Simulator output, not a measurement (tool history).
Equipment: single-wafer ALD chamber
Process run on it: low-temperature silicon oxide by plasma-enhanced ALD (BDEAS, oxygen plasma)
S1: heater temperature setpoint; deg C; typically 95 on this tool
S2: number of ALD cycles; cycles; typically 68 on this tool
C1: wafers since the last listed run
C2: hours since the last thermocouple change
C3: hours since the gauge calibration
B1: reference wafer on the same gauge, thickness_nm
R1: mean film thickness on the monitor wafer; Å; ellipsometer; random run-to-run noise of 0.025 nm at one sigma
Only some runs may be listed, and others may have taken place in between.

Run 1, hour 0.0: usual settings but S1 102 deg C; C1 0; C2 1530.3; C3 381.6; B1 9.502. Result: R1 100.19 Å.
Run 2, hour 30.4: usual settings but S1 102 deg C, S2 74 cycles; C1 117; C2 1560.7; C3 412.0; B1 9.498. Result: R1 108.94 Å.
Run 3, hour 49.9: usual settings but S1 102 deg C, S2 74 cycles; C1 75; C2 1580.2; C3 431.5; B1 9.504. Result: R1 109.32 Å.
Run 4, hour 74.4: usual settings but S1 89 deg C; C1 94; C2 1604.7; C3 456.0; B1 9.505. Result: R1 105.55 Å.
Run 5, hour 87.4: usual settings; C1 50; C2 1617.7; C3 469.0; B1 9.503. Result: R1 103.15 Å.
Run 6, hour 101.5: usual settings; C1 54; C2 1631.8; C3 483.1; B1 9.501. Result: R1 102.55 Å.
Run 7, hour 127.5: usual settings; C1 100; C2 1657.8; C3 509.1; B1 9.501. Result: R1 103.32 Å.
At hour 213.9: gauge calibrated.
Run 8, hour 213.9: usual settings but S2 78 cycles; C1 333; C2 1744.2; C3 0.0; B1 9.504. Result: R1 118.21 Å.
Run 9, hour 243.3: usual settings but S2 78 cycles; C1 113; C2 1773.6; C3 29.4; B1 9.500. Result: R1 118.10 Å.
Run 10, hour 267.7: usual settings; C1 94; C2 1798.0; C3 53.8; B1 9.499. Result: R1 103.80 Å.
Run 11, hour 291.2: usual settings; C1 90; C2 1821.5; C3 77.3; B1 9.498. Result: R1 103.13 Å.
Run 12, hour 324.5: usual settings; C1 128; C2 1854.8; C3 110.6; B1 9.501. Result: R1 103.44 Å.
Run 13, hour 340.3: usual settings but S1 85 deg C; C1 60; C2 1870.6; C3 126.4; B1 9.495. Result: R1 107.09 Å.
Run 14, hour 359.4: usual settings but S1 85 deg C; C1 73; C2 1889.7; C3 145.5; B1 9.496. Result: R1 107.73 Å.
Run 15, hour 379.5: usual settings but S1 85 deg C; C1 77; C2 1909.8; C3 165.6; B1 9.503. Result: R1 107.10 Å.
Run 16, hour 477.5: usual settings but S1 90 deg C, S2 64 cycles; C1 377; C2 2007.8; C3 263.6; B1 9.500. Result: R1 99.03 Å.
Run 17, hour 504.4: usual settings but S1 90 deg C, S2 64 cycles; C1 103; C2 2034.7; C3 290.5; B1 9.499. Result: R1 99.19 Å.
Run 18, hour 529.9: usual settings but S1 90 deg C, S2 64 cycles; C1 98; C2 2060.2; C3 316.0; B1 9.505. Result: R1 99.17 Å.
Run 19, hour 550.3: usual settings but S1 84 deg C; C1 78; C2 2080.6; C3 336.4; B1 9.500. Result: R1 107.80 Å.
Run 20, hour 578.3: usual settings; C1 107; C2 2108.6; C3 364.4; B1 9.496. Result: R1 103.31 Å.
Run 21, hour 598.5: usual settings but S2 78 cycles; C1 77; C2 2128.8; C3 384.6; B1 9.501. Result: R1 118.92 Å.
Run 22, hour 628.9: usual settings but S1 85 deg C, S2 76 cycles; C1 117; C2 2159.2; C3 415.0; B1 9.498. Result: R1 120.19 Å.
Run 23, hour 652.2: usual settings; C1 89; C2 2182.5; C3 438.3; B1 9.504. Result: R1 103.31 Å.
Run 24, hour 668.5: usual settings but S1 87 deg C, S2 55 cycles; C1 62; C2 2198.8; C3 454.6; B1 9.499. Result: R1 86.24 Å.
Run 25, hour 737.4: usual settings but S2 72 cycles; C1 265; C2 2267.7; C3 523.5; B1 9.497. Result: R1 110.15 Å.
At hour 749.9: thermocouple changed; heater temperature recalibrated.
Run 26, hour 755.5: usual settings; C1 38; C2 5.6; C3 541.6; B1 9.502. Result: R1 100.70 Å.
Run 27, hour 773.5: usual settings but S1 102 deg C, S2 81 cycles; C1 69; C2 23.6; C3 559.6; B1 9.498. Result: R1 117.55 Å.
At hour 787.8: gauge calibrated.
Run 28, hour 789.3: usual settings but S2 64 cycles; C1 60; C2 39.4; C3 1.5; B1 9.503. Result: R1 95.35 Å.
Run 29, hour 817.2: usual settings but S1 105 deg C, S2 56 cycles; C1 107; C2 67.3; C3 29.4; B1 9.505. Result: R1 81.15 Å.
Run 30, hour 831.7: usual settings but S1 82 deg C, S2 56 cycles; C1 55; C2 81.8; C3 43.9; B1 9.503. Result: R1 87.78 Å.
Run 31, hour 857.6: usual settings but S1 101 deg C, S2 73 cycles; C1 99; C2 107.7; C3 69.8; B1 9.498. Result: R1 105.85 Å.
Run 32, hour 886.7: usual settings; C1 112; C2 136.8; C3 98.9; B1 9.499. Result: R1 101.27 Å.
Run 33, hour 941.7: usual settings; C1 212; C2 191.8; C3 153.9; B1 9.500. Result: R1 102.01 Å.
Run 34, hour 968.5: usual settings but S1 85 deg C, S2 81 cycles; C1 103; C2 218.6; C3 180.7; B1 9.502. Result: R1 126.36 Å.
Run 35, hour 990.2: usual settings but S1 85 deg C, S2 81 cycles; C1 83; C2 240.3; C3 202.4; B1 9.503. Result: R1 125.70 Å.
Run 36, hour 1004.1: usual settings; C1 53; C2 254.2; C3 216.3; B1 9.496. Result: R1 101.97 Å.
Run 37, hour 1018.1: usual settings but S1 86 deg C; C1 53; C2 268.2; C3 230.3; B1 9.500. Result: R1 105.44 Å.
Run 38, hour 1032.7: usual settings but S1 84 deg C, S2 57 cycles; C1 56; C2 282.8; C3 244.9; B1 9.497. Result: R1 88.65 Å.
Run 39, hour 1050.4: usual settings but S1 102 deg C, S2 78 cycles; C1 68; C2 300.5; C3 262.6; B1 9.503. Result: R1 113.62 Å.

Below are 3 alternative next runs, each starting from the tool's condition after run 39. Predict each:
Run A, hour 1050.9: usual settings but S2 75 cycles; C1 1; C2 301.0; C3 263.1; B1 ?. Result: R1 ?.
Run B, hour 1050.9: usual settings but S1 83 deg C, S2 55 cycles; C1 1; C2 301.0; C3 263.1; B1 ?. Result: R1 ?.
Run C, hour 1050.9: usual settings but S1 84 deg C, S2 81 cycles; C1 1; C2 301.0; C3 263.1; B1 ?. Result: R1 ?.

run     B1      R1
  A  9.502  112.61
  B  9.502   86.55
  C  9.502  126.98
The same runs, with their run-to-run variation unchanged, on a tool lacking any hidden condition would have given:
run      R1
  A  111.62
  B   85.83
  C  125.91
